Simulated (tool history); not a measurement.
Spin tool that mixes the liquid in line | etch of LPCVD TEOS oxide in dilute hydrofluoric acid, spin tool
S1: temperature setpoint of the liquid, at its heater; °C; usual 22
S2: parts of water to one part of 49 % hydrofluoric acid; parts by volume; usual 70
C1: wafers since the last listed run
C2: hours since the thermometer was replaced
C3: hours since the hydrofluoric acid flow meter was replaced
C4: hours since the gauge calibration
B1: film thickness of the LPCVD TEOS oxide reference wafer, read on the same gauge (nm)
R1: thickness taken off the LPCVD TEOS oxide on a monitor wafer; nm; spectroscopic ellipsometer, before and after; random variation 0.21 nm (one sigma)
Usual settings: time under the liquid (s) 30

run 1 hour=0 | S1=22 S2=70 time_under_the_liquid_(s)=30 | C1=0 C2=563 C3=417.2 C4=872.6 | B1=69.98 | R1=28.06
run 2 hour=71.7 | S1=22 S2=70 time_under_the_liquid_(s)=30 | C1=747 C2=634.7 C3=488.9 C4=944.3 | B1=70.02 | R1=28.54
-- hour=108.8 thermometer replaced
-- hour=124.5 hydrofluoric acid flow meter replaced
run 3 hour=176.9 | S1=22 S2=70 time_under_the_liquid_(s)=30 | C1=1075 C2=68.1 C3=52.4 C4=1049.5 | B1=70 | R1=26.21
run 4 hour=487.3 | S1=24 S2=70 time_under_the_liquid_(s)=30 | C1=3234 C2=378.5 C3=362.8 C4=1359.9 | B1=70.01 | R1=29.88
run 5 hour=569.1 | S1=24 S2=70 time_under_the_liquid_(s)=30 | C1=852 C2=460.3 C3=444.6 C4=1441.7 | B1=69.99 | R1=30.56
run 6 hour=651.3 | S1=24 S2=70 time_under_the_liquid_(s)=30 | C1=856 C2=542.5 C3=526.8 C4=1523.9 | B1=69.98 | R1=30.71
-- hour=689.5 hydrofluoric acid flow meter replaced
-- hour=756.8 thermometer replaced
run 7 hour=851.3 | S1=22 S2=45 time_under_the_liquid_(s)=30 | C1=2063 C2=94.5 C3=161.8 C4=1723.9 | B1=70.01 | R1=42.77
-- hour=902.4 gauge calibrated
run 8 hour=954.4 | S1=22 S2=45 time_under_the_liquid_(s)=30 | C1=1074 C2=197.6 C3=264.9 C4=52 | B1=69.97 | R1=43.17
run 9 hour=1017.9 | S1=22 S2=70 time_under_the_liquid_(s)=30 | C1=661 C2=261.1 C3=328.4 C4=115.5 | B1=69.99 | R1=26.92
run 10 hour=1114.1 | S1=25.5 S2=70 time_under_the_liquid_(s)=30 | C1=1002 C2=357.3 C3=424.6 C4=211.7 | B1=70.02 | R1=31.67
-- hour=1224.1 hydrofluoric acid flow meter replaced
run 11 hour=1342.8 | S1=20 S2=50 time_under_the_liquid_(s)=30 | C1=2372 C2=586 C3=118.7 C4=440.4 | B1=69.99 | R1=37.4
run 12 hour=1389.6 | S1=22 S2=60 time_under_the_liquid_(s)=50 | C1=487 C2=632.8 C3=165.5 C4=487.2 | B1=70 | R1=56.42
run 13 hour=1476.7 | S1=24.5 S2=85 time_under_the_liquid_(s)=40 | C1=907 C2=719.9 C3=252.6 C4=574.3 | B1=69.97 | R1=34.33
run 14 hour=1531.5 | S1=22 S2=70 time_under_the_liquid_(s)=30 | C1=570 C2=774.7 C3=307.4 C4=629.1 | B1=70.01 | R1=28.86
-- hour=1565.6 thermometer replaced
run 15 hour=1634.6 | S1=22 S2=70 time_under_the_liquid_(s)=30 | C1=1063 C2=69 C3=410.5 C4=732.2 | B1=69.97 | R1=26.49
-- hour=1714.9 hydrofluoric acid flow meter replaced
run 16 hour=1742.2 | S1=22 S2=70 time_under_the_liquid_(s)=30 | C1=1110 C2=176.6 C3=27.3 C4=839.8 | B1=70 | R1=27
run 17 hour=1781.8 | S1=22 S2=70 time_under_the_liquid_(s)=40 | C1=412 C2=216.2 C3=66.9 C4=879.4 | B1=70.02 | R1=35.85
run 18 hour=1818.2 | S1=22 S2=70 time_under_the_liquid_(s)=25 | C1=379 C2=252.6 C3=103.3 C4=915.8 | B1=70.02 | R1=22.81
run 19 hour=1866.2 | S1=24 S2=40 time_under_the_liquid_(s)=40 | C1=500 C2=300.6 C3=151.3 C4=963.8 | B1=69.99 | R1=71.51
run 20 hour=1965 | S1=20.5 S2=55 time_under_the_liquid_(s)=30 | C1=1029 C2=399.4 C3=250.1 C4=1062.6 | B1=70.01 | R1=34.21

4 ways to go on from here, each from the tool as it stands after run 20. What would each give?
run A hour=1965.4 | S1=22 S2=55 time_under_the_liquid_(s)=30 | C1=4 C2=399.8 C3=250.5 C4=1063 | B1=? | R1=?
run B hour=1965.4 | S1=18 S2=35 time_under_the_liquid_(s)=50 | C1=4 C2=399.8 C3=250.5 C4=1063 | B1=? | R1=?
run C hour=1965.4 | S1=24 S2=90 time_under_the_liquid_(s)=20 | C1=4 C2=399.8 C3=250.5 C4=1063 | B1=? | R1=?
run D hour=1965.4 | S1=17 S2=55 time_under_the_liquid_(s)=30 | C1=4 C2=399.8 C3=250.5 C4=1063 | B1=? | R1=?

run=A B1=70 R1=35.89
run=B B1=70 R1=81.46
run=C B1=70 R1=15.14
run=D B1=70 R1=29.1
Without the tool's hidden state the same runs would have given:
run=A R1=33.47
run=B R1=75.71
run=C R1=14.16
run=D R1=27.06
